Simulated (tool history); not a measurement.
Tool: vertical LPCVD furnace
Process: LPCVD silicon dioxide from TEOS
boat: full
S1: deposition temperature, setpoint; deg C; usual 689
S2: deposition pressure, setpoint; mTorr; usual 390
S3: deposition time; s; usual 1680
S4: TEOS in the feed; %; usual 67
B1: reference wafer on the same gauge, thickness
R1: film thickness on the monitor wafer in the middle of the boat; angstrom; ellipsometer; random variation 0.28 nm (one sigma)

{"run": 1, "hour": 0.0, "S1": 689, "S2": 390, "S3": 1680, "S4": 67, "B1": 158.95, "R1": 2072.3}
{"run": 2, "hour": 7.4, "S1": 689, "S2": 390, "S3": 1680, "S4": 67, "B1": 158.98, "R1": 2066.6}
{"hour": 17.0, "done": "gauge calibrated"}
{"run": 3, "hour": 18.3, "S1": 689, "S2": 390, "S3": 1680, "S4": 67, "B1": 158.97, "R1": 2073.1}
{"run": 4, "hour": 25.5, "S1": 689, "S2": 390, "S3": 1680, "S4": 67, "B1": 159, "R1": 2064.4}
{"run": 5, "hour": 36.2, "S1": 689, "S2": 390, "S3": 1680, "S4": 67, "B1": 159, "R1": 2068.6}
{"hour": 64.7, "done": "pressure gauge zeroed"}
{"run": 6, "hour": 65.2, "S1": 689, "S2": 390, "S3": 1680, "S4": 67, "B1": 158.99, "R1": 2071.4}
{"run": 7, "hour": 68.7, "S1": 689, "S2": 390, "S3": 1680, "S4": 67, "B1": 159.01, "R1": 2070.3}
{"run": 8, "hour": 82.1, "S1": 689, "S2": 360, "S3": 1680, "S4": 67, "B1": 159.04, "R1": 1986.1}
{"hour": 118.4, "done": "TEOS flow controller replaced"}
{"run": 9, "hour": 118.9, "S1": 700, "S2": 450, "S3": 1680, "S4": 57, "B1": 159.03, "R1": 2658.9}
{"run": 10, "hour": 122.4, "S1": 689, "S2": 390, "S3": 2220, "S4": 67, "B1": 158.98, "R1": 2730.1}
{"run": 11, "hour": 125.8, "S1": 689, "S2": 340, "S3": 1680, "S4": 75, "B1": 158.99, "R1": 2043.5}
{"run": 12, "hour": 129.2, "S1": 689, "S2": 390, "S3": 1680, "S4": 80, "B1": 159.03, "R1": 2261.7}
{"hour": 137.1, "done": "gauge calibrated"}
{"hour": 151.4, "done": "thermocouples replaced and temperature profile calibrated"}
{"run": 13, "hour": 151.9, "S1": 689, "S2": 415, "S3": 1920, "S4": 67, "B1": 159, "R1": 2244.8}
{"run": 14, "hour": 155.4, "S1": 681, "S2": 390, "S3": 1680, "S4": 62, "B1": 159.03, "R1": 1518.7}
{"run": 15, "hour": 167.6, "S1": 689, "S2": 390, "S3": 1680, "S4": 67, "B1": 159.02, "R1": 1911.1}
{"run": 16, "hour": 174.3, "S1": 681, "S2": 390, "S3": 1680, "S4": 62, "B1": 159.04, "R1": 1517.7}
{"run": 17, "hour": 191.3, "S1": 689, "S2": 390, "S3": 1680, "S4": 67, "B1": 159.01, "R1": 1920}

Forecast each of these 4 alternatives for the next run:
{"run": "A", "hour": 194.8, "S1": 689, "S2": 390, "S3": 1320, "S4": 67, "B1": "?", "R1": "?"}
{"run": "B", "hour": 194.8, "S1": 685, "S2": 390, "S3": 1680, "S4": 67, "B1": "?", "R1": "?"}
{"run": "C", "hour": 194.8, "S1": 689, "S2": 315, "S3": 1680, "S4": 67, "B1": "?", "R1": "?"}
{"run": "D", "hour": 194.8, "S1": 682, "S2": 390, "S3": 1680, "S4": 67, "B1": "?", "R1": "?"}

run=A B1=159.04 R1=1512.1
run=B B1=159.04 R1=1749.5
run=C B1=159.04 R1=1729.6
run=D B1=159.04 R1=1627.9
Without the tool's hidden state the same runs would have given:
run=A R1=1466.6
run=B R1=1696.4
run=C R1=1677.5
run=D R1=1578.2

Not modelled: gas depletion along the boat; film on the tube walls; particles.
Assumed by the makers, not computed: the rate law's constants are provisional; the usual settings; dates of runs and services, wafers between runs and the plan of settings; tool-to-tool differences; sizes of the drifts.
